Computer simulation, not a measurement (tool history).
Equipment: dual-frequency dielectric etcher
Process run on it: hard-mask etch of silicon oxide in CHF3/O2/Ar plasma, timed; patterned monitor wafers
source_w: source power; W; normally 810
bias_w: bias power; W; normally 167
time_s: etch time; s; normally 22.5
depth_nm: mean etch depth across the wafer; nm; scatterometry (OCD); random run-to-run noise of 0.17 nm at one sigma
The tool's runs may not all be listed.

run	hour	source_w	bias_w	time_s	read-back reference wafer on the same gauge, depth_nm	depth_nm
1	0.0	680	167	22.5	56.62	48.32
2	41.7	810	196	22.5	56.65	56.46
3	75.1	940	167	22.5	56.75	57.42
4	134.8	940	167	22.5	56.70	57.87
# hour 213.1: wet clean of the chamber
5	213.6	940	167	22.5	56.68	56.00
6	244.3	810	150	22.5	56.64	50.30
7	272.6	810	150	22.5	56.66	50.36
8	341.0	810	167	22.5	56.66	52.33
9	402.1	810	167	22.5	56.69	52.85
10	470.0	810	167	22.5	56.69	53.51
# hour 489.0: bias power generator calibrated
# hour 514.9: gauge calibrated
# hour 515.1: source power generator calibrated
11	524.4	810	185	22.5	56.67	55.39
# hour 618.0: wet clean of the chamber
12	630.8	810	185	22.5	56.68	53.43
13	682.1	810	185	22.5	56.75	54.29
14	749.6	810	167	22.5	56.70	52.50
15	775.7	810	185	22.5	56.62	54.38
# hour 814.3: upper electrode replaced
16	815.4	910	167	22.5	56.60	56.24
17	873.0	980	167	22.5	56.69	58.20
18	925.4	810	167	22.5	56.66	53.57
# hour 977.2: wet clean of the chamber
19	977.7	810	185	22.5	56.77	53.99
20	1018.5	710	126	18.0	56.66	35.51
21	1086.0	940	140	22.5	56.78	53.39
22	1119.2	630	167	22.5	56.68	46.16
23	1185.6	910	134	25.0	56.61	58.27
24	1222.9	990	167	22.5	56.64	58.75
25	1287.6	930	144	18.5	56.77	45.00
# hour 1305.1: gauge calibrated
26	1334.8	810	167	22.5	56.72	53.88
# hour 1377.7: wet clean of the chamber
27	1378.2	900	197	18.0	56.76	46.26
28	1398.6	710	126	18.0	56.70	35.39
29	1458.6	810	204	22.5	56.75	55.70

5 ways to go on from here, each from the tool as it stands after run 29. What would each give?
A	1459.0	810	167	22.5	?	?
B	1459.0	870	153	27.5	?	?
C	1459.0	700	193	22.5	?	?
D	1459.0	690	167	22.5	?	?
E	1459.0	900	187	16.0	?	?

run	read-back reference wafer on the same gauge, depth_nm	depth_nm
A	56.75	52.29
B	56.75	64.38
C	56.75	50.95
D	56.75	48.13
E	56.75	40.68
With the hidden condition removed and each run's random variation left untouched, the same runs would have given:
run	depth_nm
A	51.96
B	63.97
C	50.62
D	47.83
E	40.42
